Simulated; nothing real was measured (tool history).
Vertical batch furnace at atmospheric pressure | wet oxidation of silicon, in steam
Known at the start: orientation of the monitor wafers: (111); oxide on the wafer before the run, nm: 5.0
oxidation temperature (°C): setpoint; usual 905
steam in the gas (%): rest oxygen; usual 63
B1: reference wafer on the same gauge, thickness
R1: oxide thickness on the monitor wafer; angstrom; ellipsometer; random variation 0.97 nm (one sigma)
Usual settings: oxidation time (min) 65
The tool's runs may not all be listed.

{"run": 1, "hour": 0.0, "oxidation temperature (°C)": 905, "oxidation time (min)": 78, "steam in the gas (%)": 63, "B1": 184.9, "R1": 1884.5}
{"run": 2, "hour": 58.1, "oxidation temperature (°C)": 905, "oxidation time (min)": 78, "steam in the gas (%)": 63, "B1": 185.01, "R1": 1900}
{"run": 3, "hour": 119.8, "oxidation temperature (°C)": 905, "oxidation time (min)": 65, "steam in the gas (%)": 59, "B1": 185.03, "R1": 1552.8}
{"run": 4, "hour": 190.2, "oxidation temperature (°C)": 905, "oxidation time (min)": 43.5, "steam in the gas (%)": 63, "B1": 184.63, "R1": 1172.2}
{"run": 5, "hour": 258.7, "oxidation temperature (°C)": 905, "oxidation time (min)": 65, "steam in the gas (%)": 63, "B1": 185.41, "R1": 1617.1}
{"run": 6, "hour": 303.1, "oxidation temperature (°C)": 905, "oxidation time (min)": 65, "steam in the gas (%)": 63, "B1": 184.97, "R1": 1617.5}
{"run": 7, "hour": 343.5, "oxidation temperature (°C)": 905, "oxidation time (min)": 86, "steam in the gas (%)": 63, "B1": 184.85, "R1": 2022.2}
{"run": 8, "hour": 482.6, "oxidation temperature (°C)": 905, "oxidation time (min)": 86, "steam in the gas (%)": 63, "B1": 184.93, "R1": 2014.1}
{"run": 9, "hour": 543.0, "oxidation temperature (°C)": 905, "oxidation time (min)": 65, "steam in the gas (%)": 63, "B1": 184.59, "R1": 1603}
{"run": 10, "hour": 576.3, "oxidation temperature (°C)": 905, "oxidation time (min)": 65, "steam in the gas (%)": 63, "B1": 184.96, "R1": 1614}
{"run": 11, "hour": 623.1, "oxidation temperature (°C)": 922, "oxidation time (min)": 65, "steam in the gas (%)": 63, "B1": 184.6, "R1": 1915.6}
{"hour": 668.4, "done": "thermocouples replaced and temperature profile calibrated"}
{"run": 12, "hour": 668.9, "oxidation temperature (°C)": 905, "oxidation time (min)": 80, "steam in the gas (%)": 63, "B1": 184.87, "R1": 1903.3}
{"run": 13, "hour": 744.9, "oxidation temperature (°C)": 905, "oxidation time (min)": 80, "steam in the gas (%)": 63, "B1": 184.76, "R1": 1898.5}
{"run": 14, "hour": 780.1, "oxidation temperature (°C)": 905, "oxidation time (min)": 80, "steam in the gas (%)": 63, "B1": 184.99, "R1": 1890}
{"run": 15, "hour": 812.6, "oxidation temperature (°C)": 905, "oxidation time (min)": 65, "steam in the gas (%)": 63, "B1": 185.07, "R1": 1592.1}
{"run": 16, "hour": 869.6, "oxidation temperature (°C)": 905, "oxidation time (min)": 65, "steam in the gas (%)": 63, "B1": 185.29, "R1": 1593}
{"run": 17, "hour": 916.0, "oxidation temperature (°C)": 905, "oxidation time (min)": 81, "steam in the gas (%)": 63, "B1": 184.9, "R1": 1912.3}
{"run": 18, "hour": 954.5, "oxidation temperature (°C)": 905, "oxidation time (min)": 43, "steam in the gas (%)": 63, "B1": 185.09, "R1": 1129.5}
{"run": 19, "hour": 999.1, "oxidation temperature (°C)": 905, "oxidation time (min)": 47.5, "steam in the gas (%)": 70, "B1": 184.52, "R1": 1341.7}
{"hour": 1057.5, "done": "steam generator serviced"}
{"run": 20, "hour": 1058.0, "oxidation temperature (°C)": 905, "oxidation time (min)": 65, "steam in the gas (%)": 58, "B1": 185.22, "R1": 1573.8}
{"run": 21, "hour": 1109.4, "oxidation temperature (°C)": 905, "oxidation time (min)": 40.5, "steam in the gas (%)": 63, "B1": 185.29, "R1": 1144.8}
{"run": 22, "hour": 1134.3, "oxidation temperature (°C)": 895, "oxidation time (min)": 51, "steam in the gas (%)": 63, "B1": 184.92, "R1": 1213.7}
{"run": 23, "hour": 1172.8, "oxidation temperature (°C)": 905, "oxidation time (min)": 65, "steam in the gas (%)": 63, "B1": 184.62, "R1": 1699.6}
{"hour": 1368.4, "done": "gauge calibrated"}
{"run": 24, "hour": 1386.1, "oxidation temperature (°C)": 905, "oxidation time (min)": 65, "steam in the gas (%)": 63, "B1": 184.97, "R1": 1664}
{"run": 25, "hour": 1442.2, "oxidation temperature (°C)": 888, "oxidation time (min)": 65, "steam in the gas (%)": 58, "B1": 185.08, "R1": 1267.4}
{"run": 26, "hour": 1492.0, "oxidation temperature (°C)": 905, "oxidation time (min)": 65, "steam in the gas (%)": 63, "B1": 185.31, "R1": 1666}
{"run": 27, "hour": 1519.0, "oxidation temperature (°C)": 894, "oxidation time (min)": 90, "steam in the gas (%)": 75, "B1": 185.1, "R1": 2175.9}
{"run": 28, "hour": 1586.4, "oxidation temperature (°C)": 905, "oxidation time (min)": 65, "steam in the gas (%)": 63, "B1": 184.95, "R1": 1660.6}
{"run": 29, "hour": 1655.9, "oxidation temperature (°C)": 922, "oxidation time (min)": 46, "steam in the gas (%)": 59, "B1": 185.13, "R1": 1427.3}
{"run": 30, "hour": 1702.8, "oxidation temperature (°C)": 881, "oxidation time (min)": 65, "steam in the gas (%)": 71, "B1": 185.36, "R1": 1339.3}
{"run": 31, "hour": 1738.9, "oxidation temperature (°C)": 905, "oxidation time (min)": 96, "steam in the gas (%)": 63, "B1": 185.52, "R1": 2251.9}
{"run": 32, "hour": 1790.0, "oxidation temperature (°C)": 880, "oxidation time (min)": 86.5, "steam in the gas (%)": 57, "B1": 184.84, "R1": 1406.4}
{"run": 33, "hour": 1819.2, "oxidation temperature (°C)": 885, "oxidation time (min)": 91.5, "steam in the gas (%)": 59, "B1": 185.1, "R1": 1593.2}
{"run": 34, "hour": 1847.5, "oxidation temperature (°C)": 927, "oxidation time (min)": 65, "steam in the gas (%)": 68, "B1": 185.45, "R1": 2193.9}
{"run": 35, "hour": 1877.2, "oxidation temperature (°C)": 905, "oxidation time (min)": 56.5, "steam in the gas (%)": 54, "B1": 185.17, "R1": 1301.5}

Forecast each of these 5 alternatives for the next run:
{"run": "A", "hour": 1882.7, "oxidation temperature (°C)": 905, "oxidation time (min)": 41, "steam in the gas (%)": 63, "B1": "?", "R1": "?"}
{"run": "B", "hour": 1882.7, "oxidation temperature (°C)": 922, "oxidation time (min)": 74, "steam in the gas (%)": 55, "B1": "?", "R1": "?"}
{"run": "C", "hour": 1882.7, "oxidation temperature (°C)": 905, "oxidation time (min)": 65, "steam in the gas (%)": 69, "B1": "?", "R1": "?"}
{"run": "D", "hour": 1882.7, "oxidation temperature (°C)": 916, "oxidation time (min)": 44.5, "steam in the gas (%)": 54, "B1": "?", "R1": "?"}
{"run": "E", "hour": 1882.7, "oxidation temperature (°C)": 919, "oxidation time (min)": 91.5, "steam in the gas (%)": 54, "B1": "?", "R1": "?"}

run=A B1=185.1 R1=1141.5
run=B B1=185.1 R1=1973
run=C B1=185.1 R1=1792
run=D B1=185.1 R1=1220.1
run=E B1=185.1 R1=2226.9
Without the tool's hidden state the same runs would have given:
run=A R1=1174
run=B R1=2025.1
run=C R1=1840.9
run=D R1=1254.3
run=E R1=2284.9
